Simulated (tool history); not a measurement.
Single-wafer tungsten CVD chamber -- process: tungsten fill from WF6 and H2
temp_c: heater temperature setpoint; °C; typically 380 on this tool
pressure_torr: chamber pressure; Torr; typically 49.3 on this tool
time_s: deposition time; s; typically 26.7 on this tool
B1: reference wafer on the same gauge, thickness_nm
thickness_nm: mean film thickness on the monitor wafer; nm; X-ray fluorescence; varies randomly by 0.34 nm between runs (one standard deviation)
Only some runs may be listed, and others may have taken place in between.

Run 1, day 0.000: usual settings but time_s 28.5 s; B1 74.387. Result: thickness_nm 71.301 nm.
Run 2, day 10.933: usual settings but time_s 28.5 s; B1 74.435. Result: thickness_nm 71.600 nm.
Run 3, day 13.842: usual settings but time_s 28.5 s; B1 74.549. Result: thickness_nm 71.693 nm.
Run 4, day 16.242: usual settings; B1 74.393. Result: thickness_nm 66.241 nm.
Run 5, day 19.421: usual settings; B1 74.372. Result: thickness_nm 66.126 nm.
Run 6, day 23.162: usual settings; B1 74.350. Result: thickness_nm 66.520 nm.
Run 7, day 27.488: usual settings; B1 74.344. Result: thickness_nm 66.221 nm.
Run 8, day 31.350: usual settings; B1 74.403. Result: thickness_nm 65.987 nm.
At day 34.429: capacitance manometer re-zeroed and calibrated.
Run 9, day 35.208: usual settings; B1 74.369. Result: thickness_nm 67.916 nm.
Run 10, day 38.742: usual settings; B1 74.321. Result: thickness_nm 68.297 nm.
At day 40.338: gauge calibrated.
Run 11, day 42.221: usual settings but time_s 29.9 s; B1 74.289. Result: thickness_nm 75.865 nm.
At day 45.546: thermocouple changed; heater temperature recalibrated.
Run 12, day 45.638: usual settings; B1 74.432. Result: thickness_nm 67.655 nm.
Run 13, day 49.446: usual settings; B1 74.369. Result: thickness_nm 67.995 nm.
Run 14, day 51.188: usual settings; B1 74.280. Result: thickness_nm 67.235 nm.
Run 15, day 54.446: usual settings; B1 74.533. Result: thickness_nm 67.295 nm.
Run 16, day 56.862: usual settings but pressure_torr 57.5 Torr; B1 74.359. Result: thickness_nm 73.307 nm.
Run 17, day 60.733: usual settings; B1 74.423. Result: thickness_nm 67.860 nm.
Run 18, day 63.762: usual settings but time_s 31.9 s; B1 74.300. Result: thickness_nm 81.162 nm.
Run 19, day 65.433: usual settings but temp_c 372 °C, pressure_torr 52.9 Torr, time_s 24.2 s; B1 74.328. Result: thickness_nm 52.808 nm.
Run 20, day 67.608: usual settings but pressure_torr 58.6 Torr; B1 74.441. Result: thickness_nm 73.487 nm.
Run 21, day 70.888: usual settings; B1 74.482. Result: thickness_nm 67.541 nm.
At day 73.017: showerhead replaced.
Run 22, day 73.800: usual settings; B1 74.565. Result: thickness_nm 67.557 nm.
Run 23, day 77.512: usual settings but time_s 28.5 s; B1 74.438. Result: thickness_nm 71.854 nm.
Run 24, day 79.717: usual settings but temp_c 392 °C; B1 74.435. Result: thickness_nm 87.967 nm.
Run 25, day 81.817: usual settings; B1 74.447. Result: thickness_nm 66.870 nm.
Run 26, day 84.479: usual settings but time_s 23.1 s; B1 74.412. Result: thickness_nm 58.289 nm.
Run 27, day 86.050: usual settings but temp_c 371 °C, pressure_torr 57.3 Torr, time_s 31.4 s; B1 74.444. Result: thickness_nm 68.801 nm.
Run 28, day 89.438: usual settings but temp_c 372 °C, time_s 25.0 s; B1 74.486. Result: thickness_nm 51.426 nm.
Run 29, day 92.792: usual settings; B1 74.518. Result: thickness_nm 66.723 nm.
Run 30, day 95.129: usual settings but pressure_torr 37.2 Torr, time_s 30.7 s; B1 74.421. Result: thickness_nm 65.569 nm.

Alternative continuations, all from the tool just after run 30; predict every row:
Run A, day 95.146: usual settings; B1 ?. Result: thickness_nm ?.
Run B, day 95.146: usual settings but temp_c 374 °C, pressure_torr 43.1 Torr, time_s 31.4 s; B1 ?. Result: thickness_nm ?.
Run C, day 95.146: usual settings but temp_c 373 °C; B1 ?. Result: thickness_nm ?.
Run D, day 95.146: usual settings but pressure_torr 54.8 Torr, time_s 28.7 s; B1 ?. Result: thickness_nm ?.

run      B1  thickness_nm
  A  74.449        66.677
  B  74.449        63.519
  C  74.449        56.543
  D  74.449        75.654
Without the tool's hidden state the same runs would have given:
run  thickness_nm
  A        68.434
  B        65.216
  C        58.033
  D        77.592
